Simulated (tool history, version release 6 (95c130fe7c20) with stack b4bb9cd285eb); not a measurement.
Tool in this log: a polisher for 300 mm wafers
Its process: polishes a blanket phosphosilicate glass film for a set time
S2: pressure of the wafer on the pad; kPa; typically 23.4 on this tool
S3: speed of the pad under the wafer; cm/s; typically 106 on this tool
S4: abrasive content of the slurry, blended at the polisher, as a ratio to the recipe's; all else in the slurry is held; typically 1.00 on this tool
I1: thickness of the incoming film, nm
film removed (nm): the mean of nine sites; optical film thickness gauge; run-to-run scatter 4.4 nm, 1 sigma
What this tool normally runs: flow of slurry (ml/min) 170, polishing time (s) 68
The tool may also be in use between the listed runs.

Run 1, day 0.000: usual settings; I1 4705.2. Result: film removed (nm) 518.3.
At day 1.888: head pressure recalibrated.
At day 8.879: conditioning disc replaced and pad reconditioned.
Run 2, day 10.796: usual settings; I1 4728.5. Result: film removed (nm) 490.1.
Run 3, day 14.654: usual settings but flow of slurry (ml/min) 125; I1 4805.5. Result: film removed (nm) 428.0.
At day 14.850: slurry nozzle cleaned.
At day 16.112: worn pad replaced by a new one.
Run 4, day 16.358: usual settings but flow of slurry (ml/min) 125; I1 4756.5. Result: film removed (nm) 499.0.
Run 5, day 20.217: usual settings but flow of slurry (ml/min) 125; I1 4798.4. Result: film removed (nm) 482.6.
At day 23.092: slurry blender recalibrated.
Run 6, day 24.554: usual settings; I1 4763.5. Result: film removed (nm) 519.4.
Run 7, day 28.908: usual settings; I1 4716.5. Result: film removed (nm) 506.0.
At day 30.329: conditioning disc replaced and pad reconditioned.
At day 32.071: slurry nozzle cleaned.
Run 8, day 32.904: usual settings; I1 4658.3. Result: film removed (nm) 535.7.
At day 35.904: worn pad replaced by a new one.
Run 9, day 35.925: usual settings; I1 4769.6. Result: film removed (nm) 529.1.
Run 10, day 38.821: usual settings but flow of slurry (ml/min) 190; I1 4758.3. Result: film removed (nm) 540.4.
Run 11, day 42.667: usual settings; I1 4697.7. Result: film removed (nm) 509.6.
At day 46.125: slurry blender recalibrated.
Run 12, day 46.146: usual settings; I1 4689.0. Result: film removed (nm) 501.7.
Run 13, day 48.342: usual settings but S2 20.7 kPa, S4 1.30, polishing time (s) 81; I1 4703.4. Result: film removed (nm) 578.9.
At day 48.475: conditioning disc replaced and pad reconditioned.
At day 50.354: slurry nozzle cleaned.
Run 14, day 50.833: usual settings but flow of slurry (ml/min) 185, S3 76 cm/s, polishing time (s) 77; I1 4722.0. Result: film removed (nm) 472.0.
Run 15, day 53.525: usual settings but flow of slurry (ml/min) 115, S3 116 cm/s, polishing time (s) 90; I1 4705.5. Result: film removed (nm) 699.5.
Run 16, day 55.238: usual settings but flow of slurry (ml/min) 145, S4 0.90; I1 4696.6. Result: film removed (nm) 492.1.
At day 56.158: worn pad replaced by a new one.
Run 17, day 57.196: usual settings; I1 4757.3. Result: film removed (nm) 528.4.
At day 57.571: head pressure recalibrated.
Run 18, day 59.492: usual settings but S2 21.4 kPa, polishing time (s) 83; I1 4678.4. Result: film removed (nm) 578.0.
At day 65.225: conditioning disc replaced and pad reconditioned.
At day 68.188: slurry nozzle cleaned.
At day 68.612: slurry blender recalibrated.
At day 71.842: worn pad replaced by a new one.
Run 19, day 72.946: usual settings; I1 4845.4. Result: film removed (nm) 533.5.
Run 20, day 74.988: usual settings but flow of slurry (ml/min) 150, polishing time (s) 86; I1 4692.6. Result: film removed (nm) 647.9.
Run 21, day 77.950: usual settings but S4 1.20; I1 4708.9. Result: film removed (nm) 553.5.
Run 22, day 81.658: usual settings; I1 4827.8. Result: film removed (nm) 509.0.
Run 23, day 83.179: usual settings but flow of slurry (ml/min) 140, S4 1.30, polishing time (s) 61; I1 4727.0. Result: film removed (nm) 474.5.
At day 86.350: slurry nozzle cleaned.
At day 87.417: conditioning disc replaced and pad reconditioned.
Run 24, day 87.450: usual settings; I1 4832.1. Result: film removed (nm) 531.2.
At day 91.342: worn pad replaced by a new one.
Run 25, day 91.546: usual settings; I1 4732.6. Result: film removed (nm) 529.4.

What if the next run were any one of these 3? Each begins from the tool's condition after run 25:
Run A, day 91.562: usual settings but S2 26.9 kPa; I1 4696.8. Result: film removed (nm) ?.
Run B, day 91.562: usual settings but flow of slurry (ml/min) 110, S2 21.4 kPa, S4 0.85, polishing time (s) 77; I1 4696.8. Result: film removed (nm) ?.
Run C, day 91.562: usual settings but S3 82 cm/s, S4 1.20; I1 4696.8. Result: film removed (nm) ?.

run  film removed (nm)
  A              601.4
  B              455.7
  C              455.4
Without the tool's unlogged condition, the same runs would have read:
run  film removed (nm)
  A              618.7
  B              476.3
  C              468.5
